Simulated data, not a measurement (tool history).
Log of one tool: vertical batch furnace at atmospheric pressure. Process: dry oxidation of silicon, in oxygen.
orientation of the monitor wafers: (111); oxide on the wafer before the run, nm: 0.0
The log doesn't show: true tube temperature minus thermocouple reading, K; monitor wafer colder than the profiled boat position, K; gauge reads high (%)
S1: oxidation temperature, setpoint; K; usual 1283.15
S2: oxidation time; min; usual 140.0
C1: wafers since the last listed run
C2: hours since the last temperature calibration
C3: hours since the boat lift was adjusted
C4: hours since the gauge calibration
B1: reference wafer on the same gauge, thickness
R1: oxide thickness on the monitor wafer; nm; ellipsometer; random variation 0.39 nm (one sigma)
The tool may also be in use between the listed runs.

{"run": 1, "hour": 0.0, "S1": 1283.15, "S2": 140.0, "C1": 0, "C2": 2554.5, "C3": 753.0, "C4": 818.2, "B1": 118.14, "R1": 120.49}
{"run": 2, "hour": 43.1, "S1": 1283.15, "S2": 140.0, "C1": 519, "C2": 2597.6, "C3": 796.1, "C4": 861.3, "B1": 117.86, "R1": 119.71}
{"run": 3, "hour": 90.5, "S1": 1266.15, "S2": 167.0, "C1": 571, "C2": 2645.0, "C3": 843.5, "C4": 908.7, "B1": 118.01, "R1": 119.37}
{"run": 4, "hour": 135.7, "S1": 1266.15, "S2": 167.0, "C1": 544, "C2": 2690.2, "C3": 888.7, "C4": 953.9, "B1": 117.9, "R1": 119.23}
{"run": 5, "hour": 188.6, "S1": 1283.15, "S2": 157.0, "C1": 637, "C2": 2743.1, "C3": 941.6, "C4": 1006.8, "B1": 118.12, "R1": 128.9}
{"run": 6, "hour": 215.6, "S1": 1283.15, "S2": 140.0, "C1": 325, "C2": 2770.1, "C3": 968.6, "C4": 1033.8, "B1": 118.0, "R1": 120.18}
{"run": 7, "hour": 265.0, "S1": 1283.15, "S2": 140.0, "C1": 595, "C2": 2819.5, "C3": 1018.0, "C4": 1083.2, "B1": 117.89, "R1": 120.39}
{"run": 8, "hour": 315.1, "S1": 1283.15, "S2": 140.0, "C1": 603, "C2": 2869.6, "C3": 1068.1, "C4": 1133.3, "B1": 117.89, "R1": 120.7}
{"run": 9, "hour": 341.3, "S1": 1283.15, "S2": 140.0, "C1": 315, "C2": 2895.8, "C3": 1094.3, "C4": 1159.5, "B1": 118.06, "R1": 120.31}
{"run": 10, "hour": 394.4, "S1": 1283.15, "S2": 140.0, "C1": 640, "C2": 2948.9, "C3": 1147.4, "C4": 1212.6, "B1": 117.84, "R1": 120.79}
{"run": 11, "hour": 460.1, "S1": 1283.15, "S2": 140.0, "C1": 791, "C2": 3014.6, "C3": 1213.1, "C4": 1278.3, "B1": 118.0, "R1": 120.8}
{"run": 12, "hour": 495.9, "S1": 1270.15, "S2": 91.0, "C1": 431, "C2": 3050.4, "C3": 1248.9, "C4": 1314.1, "B1": 117.84, "R1": 83.49}
{"hour": 669.6, "done": "thermocouples replaced and temperature profile calibrated"}
{"hour": 717.1, "done": "boat lift adjusted"}
{"run": 13, "hour": 717.6, "S1": 1270.15, "S2": 91.0, "C1": 2093, "C2": 48.0, "C3": 0.5, "C4": 1535.8, "B1": 117.9, "R1": 82.7}
{"run": 14, "hour": 747.6, "S1": 1270.15, "S2": 91.0, "C1": 361, "C2": 78.0, "C3": 30.5, "C4": 1565.8, "B1": 118.15, "R1": 82.54}
{"run": 15, "hour": 793.0, "S1": 1283.15, "S2": 140.0, "C1": 547, "C2": 123.4, "C3": 75.9, "C4": 1611.2, "B1": 118.05, "R1": 119.57}
{"run": 16, "hour": 858.5, "S1": 1283.15, "S2": 140.0, "C1": 789, "C2": 188.9, "C3": 141.4, "C4": 1676.7, "B1": 118.06, "R1": 118.83}
{"run": 17, "hour": 893.2, "S1": 1283.15, "S2": 174.5, "C1": 418, "C2": 223.6, "C3": 176.1, "C4": 1711.4, "B1": 117.86, "R1": 137.26}
{"run": 18, "hour": 955.4, "S1": 1283.15, "S2": 140.0, "C1": 749, "C2": 285.8, "C3": 238.3, "C4": 1773.6, "B1": 118.07, "R1": 118.47}
{"run": 19, "hour": 1047.9, "S1": 1283.15, "S2": 140.0, "C1": 1114, "C2": 378.3, "C3": 330.8, "C4": 1866.1, "B1": 117.97, "R1": 117.95}
{"run": 20, "hour": 1076.9, "S1": 1303.15, "S2": 190.5, "C1": 349, "C2": 407.3, "C3": 359.8, "C4": 1895.1, "B1": 118.04, "R1": 162.0}
{"run": 21, "hour": 1139.8, "S1": 1283.15, "S2": 140.0, "C1": 758, "C2": 470.2, "C3": 422.7, "C4": 1958.0, "B1": 117.91, "R1": 117.66}
{"run": 22, "hour": 1173.5, "S1": 1283.15, "S2": 140.0, "C1": 406, "C2": 503.9, "C3": 456.4, "C4": 1991.7, "B1": 117.79, "R1": 118.42}
{"run": 23, "hour": 1198.7, "S1": 1266.15, "S2": 109.0, "C1": 303, "C2": 529.1, "C3": 481.6, "C4": 2016.9, "B1": 117.92, "R1": 89.53}
{"run": 24, "hour": 1245.1, "S1": 1283.15, "S2": 140.0, "C1": 559, "C2": 575.5, "C3": 528.0, "C4": 2063.3, "B1": 117.92, "R1": 118.13}
{"run": 25, "hour": 1288.2, "S1": 1297.15, "S2": 167.0, "C1": 519, "C2": 618.6, "C3": 571.1, "C4": 2106.4, "B1": 117.92, "R1": 144.13}
{"run": 26, "hour": 1338.8, "S1": 1283.15, "S2": 140.0, "C1": 609, "C2": 669.2, "C3": 621.7, "C4": 2157.0, "B1": 117.96, "R1": 117.88}
{"hour": 1346.5, "done": "gauge calibrated"}
{"run": 27, "hour": 1375.2, "S1": 1300.15, "S2": 194.0, "C1": 438, "C2": 705.6, "C3": 658.1, "C4": 28.7, "B1": 118.09, "R1": 159.28}
{"run": 28, "hour": 1429.1, "S1": 1283.15, "S2": 160.0, "C1": 649, "C2": 759.5, "C3": 712.0, "C4": 82.6, "B1": 117.81, "R1": 128.31}
{"run": 29, "hour": 1479.0, "S1": 1292.15, "S2": 174.0, "C1": 601, "C2": 809.4, "C3": 761.9, "C4": 132.5, "B1": 117.97, "R1": 142.91}
{"run": 30, "hour": 1512.7, "S1": 1283.15, "S2": 140.0, "C1": 406, "C2": 843.1, "C3": 795.6, "C4": 166.2, "B1": 117.98, "R1": 117.22}
{"run": 31, "hour": 1579.7, "S1": 1305.15, "S2": 166.0, "C1": 807, "C2": 910.1, "C3": 862.6, "C4": 233.2, "B1": 117.84, "R1": 149.6}
{"run": 32, "hour": 1608.9, "S1": 1283.15, "S2": 171.0, "C1": 351, "C2": 939.3, "C3": 891.8, "C4": 262.4, "B1": 118.02, "R1": 132.99}
{"run": 33, "hour": 1648.3, "S1": 1262.15, "S2": 107.5, "C1": 474, "C2": 978.7, "C3": 931.2, "C4": 301.8, "B1": 117.89, "R1": 85.5}
{"run": 34, "hour": 1692.2, "S1": 1264.15, "S2": 105.0, "C1": 529, "C2": 1022.6, "C3": 975.1, "C4": 345.7, "B1": 117.8, "R1": 84.96}
{"run": 35, "hour": 1754.1, "S1": 1262.15, "S2": 107.5, "C1": 746, "C2": 1084.5, "C3": 1037.0, "C4": 407.6, "B1": 117.92, "R1": 85.84}
{"run": 36, "hour": 1788.8, "S1": 1266.15, "S2": 109.0, "C1": 418, "C2": 1119.2, "C3": 1071.7, "C4": 442.3, "B1": 118.07, "R1": 89.26}
{"run": 37, "hour": 1846.6, "S1": 1294.15, "S2": 172.5, "C1": 696, "C2": 1177.0, "C3": 1129.5, "C4": 500.1, "B1": 118.03, "R1": 142.97}
{"run": 38, "hour": 2015.8, "S1": 1283.15, "S2": 165.5, "C1": 2039, "C2": 1346.2, "C3": 1298.7, "C4": 669.3, "B1": 118.11, "R1": 131.31}

Some steps in R1 between neighbouring runs. How much of each would the tool show without its hidden state too (settings, what came in, random variation), and how much is left for the hidden state, with any gauge scatter that isn't in both results?
Run 20 -> 21: S1 1303.15 -> 1283.15, S2 190.5 -> 140.0. R1 -44.34 nm: hidden state +0.04, all else -44.38.
Run 23 -> 24: S1 1266.15 -> 1283.15, S2 109.0 -> 140.0. R1 +28.60 nm: hidden state -0.53, all else +29.13.
Run 32 -> 33: S1 1283.15 -> 1262.15, S2 171.0 -> 107.5. R1 -47.49 nm: hidden state +0.86, all else -48.35.
Run 36 -> 37: S1 1266.15 -> 1294.15, S2 109.0 -> 172.5. R1 +53.71 nm: hidden state -0.79, all else +54.50.
